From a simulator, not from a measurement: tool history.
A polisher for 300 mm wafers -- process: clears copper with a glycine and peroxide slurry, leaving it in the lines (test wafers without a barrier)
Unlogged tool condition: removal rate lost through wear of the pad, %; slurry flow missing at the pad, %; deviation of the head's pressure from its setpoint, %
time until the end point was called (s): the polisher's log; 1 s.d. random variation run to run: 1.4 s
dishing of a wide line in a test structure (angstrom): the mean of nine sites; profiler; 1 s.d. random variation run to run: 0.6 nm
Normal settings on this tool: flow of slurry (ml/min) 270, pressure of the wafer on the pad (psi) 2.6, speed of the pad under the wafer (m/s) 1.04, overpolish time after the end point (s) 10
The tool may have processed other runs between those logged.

run,hour,flow of slurry (ml/min),pressure of the wafer on the pad (psi),speed of the pad under the wafer (m/s),overpolish time after the end point (s),wafers since the last listed run,wafers polished on this pad,hours since the slurry nozzle was cleaned,hours since the head pressure was calibrated,"incoming thickness of the incoming film, nm",time until the end point was called (s),dishing of a wide line in a test structure (angstrom)
1,0.0,270,2.6,1.04,10,0,2284,1.8,300.0,493.2,115.1,360
2,61.2,225,2.6,1.04,10,539,2824,63.0,361.2,502.4,117.6,360
3,86.1,270,2.6,1.04,11,219,3043,87.9,386.1,496.0,114.6,387
4,111.9,270,2.6,1.04,10,227,3270,113.7,411.9,497.0,117.2,350
# hour 165.1: worn pad replaced by a new one
5,178.0,270,2.6,1.04,10,547,113,179.8,478.0,496.3,102.5,398
6,224.7,270,2.6,1.04,10,411,525,226.5,524.7,497.7,102.0,371
7,274.2,270,2.6,1.04,10,436,961,276.0,574.2,500.4,108.7,375
8,309.1,270,2.6,1.04,10,307,1269,310.9,609.1,508.9,114.3,363
9,375.9,270,2.6,1.04,10,588,1857,377.7,675.9,502.3,112.6,364
10,446.1,270,2.6,1.04,10,618,2476,447.9,746.1,493.6,114.2,366
11,485.5,270,2.6,1.04,10,347,2823,487.3,785.5,502.9,110.9,364
12,520.8,270,2.6,1.04,10,311,3135,522.6,820.8,493.5,110.0,360
13,558.2,270,3.1,1.18,10,329,3464,560.0,858.2,491.1,90.4,443
# hour 637.4: worn pad replaced by a new one
14,765.1,270,3.1,1.18,10,1788,1125,766.9,1065.1,496.6,86.1,460
# hour 794.1: slurry nozzle cleaned
15,815.9,270,2.6,1.04,10,438,1564,21.8,1115.9,493.6,107.9,369
16,842.3,270,2.6,1.04,11,232,1797,48.2,1142.3,503.9,113.0,394
17,900.4,310,2.6,1.20,10,512,2309,106.3,1200.4,492.3,97.0,406
18,964.8,270,1.8,1.04,10,567,2876,170.7,1264.8,503.0,139.5,294
19,1034.1,340,2.6,0.94,10,610,3487,240.0,1334.1,504.1,121.5,350
20,1076.1,210,3.2,1.36,5,370,3858,282.0,1376.1,506.8,83.9,257
21,1102.7,270,2.6,1.04,10,234,4092,308.6,1402.7,508.3,117.6,352
# hour 1139.3: worn pad replaced by a new one
22,1148.0,355,2.6,0.84,10,364,76,353.9,1448.0,498.0,113.4,366
23,1209.6,270,2.2,1.04,15,542,619,415.5,1509.6,495.4,114.0,512
24,1266.4,230,3.2,1.04,13,500,1119,472.3,1566.4,501.4,96.7,525
25,1293.6,300,2.6,0.82,14,239,1359,499.5,1593.6,493.8,129.9,425
# hour 1349.7: head pressure recalibrated
26,1356.4,270,2.0,0.80,15,535,1895,562.3,6.7,491.8,163.8,370
27,1419.1,270,2.6,1.04,10,552,2448,625.0,69.4,506.0,120.5,336
28,1480.3,215,2.6,1.04,10,539,2987,686.2,130.6,493.4,121.1,329
# hour 1576.4: worn pad replaced by a new one
# hour 1608.6: slurry nozzle cleaned
29,1643.6,230,2.9,1.04,13,1395,583,35.0,293.9,495.7,102.0,504
30,1712.6,325,2.6,1.04,8,608,1191,104.0,362.9,498.5,107.4,299
31,1754.3,270,2.6,1.04,10,367,1559,145.7,404.6,503.1,110.8,370
32,1889.4,270,3.4,1.04,13,1190,2749,280.8,539.7,492.4,94.9,529
33,1968.9,210,2.6,1.04,10,700,3450,360.3,619.2,498.5,118.4,352
# hour 1998.0: worn pad replaced by a new one
34,2057.2,270,2.6,1.04,10,743,521,448.6,707.5,495.1,107.4,359

What was the tool's hidden state at every run in the log?
slurry flow missing at the pad, %: 0 on each run
H1: removal rate lost through wear of the pad, %
H2: deviation of the head's pressure from its setpoint, %
run,H1,H2
1,10.6,2.13
2,11.4,2.63
3,11.6,2.83
4,11.8,3.04
5,1.41,3.58
6,4.53,3.96
7,6.92,4.36
8,8.19,4.65
9,9.93,5.19
10,11.1,5.76
11,11.5,6.09
12,11.8,6.37
13,12.1,6.68
14,9.74,8.36
15,11.3,8.78
16,11.9,8.99
17,12.9,9.46
18,13.7,9.99
19,14.2,10.6
20,14.4,10.9
21,14.5,11.1
22,3.54,11.5
23,7.59,12
24,10.1,12.4
25,11,12.7
26,12.5,0.807
27,13.5,1.32
28,14.2,1.82
29,4.64,3.15
30,7.62,3.71
31,8.86,4.05
32,11.1,5.15
33,11.8,5.79
34,8.61,6.51
